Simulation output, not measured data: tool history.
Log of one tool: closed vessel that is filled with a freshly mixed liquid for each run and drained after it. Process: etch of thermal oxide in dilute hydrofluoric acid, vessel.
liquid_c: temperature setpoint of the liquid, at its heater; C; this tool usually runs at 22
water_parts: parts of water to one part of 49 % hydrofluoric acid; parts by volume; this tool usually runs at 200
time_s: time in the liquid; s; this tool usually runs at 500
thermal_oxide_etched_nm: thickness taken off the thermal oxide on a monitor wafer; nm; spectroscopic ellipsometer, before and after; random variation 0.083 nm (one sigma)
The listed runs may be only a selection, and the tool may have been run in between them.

run	hour	liquid_c	water_parts	time_s	wafers since the last listed run	hours since the thermometer was replaced	hours since the hydrofluoric acid flow meter was replaced	hours since the gauge calibration	read-back film thickness of the thermal oxide reference wafer, read on the same gauge (nm)	thermal_oxide_etched_nm
1	0	22	200	330	0	191.6	558.8	551.3	109.99	6.01
2	41.9	22	200	330	4277	233.5	600.7	593.2	110	6.1
3	145.3	22	200	500	10556	336.9	704.1	696.6	109.98	9.29
4	236.8	22	200	500	9341	428.4	795.6	788.1	109.98	9.22
5	324.7	22	200	500	8974	516.3	883.5	876	110.03	9.47
# hour 352.3: thermometer replaced
6	367.4	22	200	500	4257	15.1	926.2	918.7	109.99	8.8
7	444.1	22	200	500	7830	91.8	1002.9	995.4	109.97	8.74
8	483.9	22	200	500	4063	131.6	1042.7	1035.2	110.02	8.76
9	560	22	200	500	7769	207.7	1118.8	1111.3	109.97	8.84
10	598.8	22	200	500	3961	246.5	1157.6	1150.1	110.01	8.96
# hour 627: gauge calibrated
11	858.3	22	200	500	26493	506	1417.1	231.3	110.01	9.2
# hour 887.5: hydrofluoric acid flow meter replaced
12	957.2	22	200	500	9994	604.9	69.7	330.2	110.02	10.2
# hour 967: thermometer replaced
13	1185.3	22	200	500	23185	218.3	297.8	558.3	109.99	9.4
14	1432.7	22	135	500	25257	465.7	545.2	805.7	109.99	15.34
15	1472.5	22	200	260	4063	505.5	585	845.5	110	5.1

For run 16, what comes out?
16	1534.4	22	265	500	6319	567.4	646.9	907.4	?	?

For run 16 the tool returned read-back film thickness of the thermal oxide reference wafer, read on the same gauge (nm) 110, thermal_oxide_etched_nm 6.92 nm.
Were there no unlogged condition in the tool, this run, its random variation unchanged, would have produced thermal_oxide_etched_nm 6.55 nm.
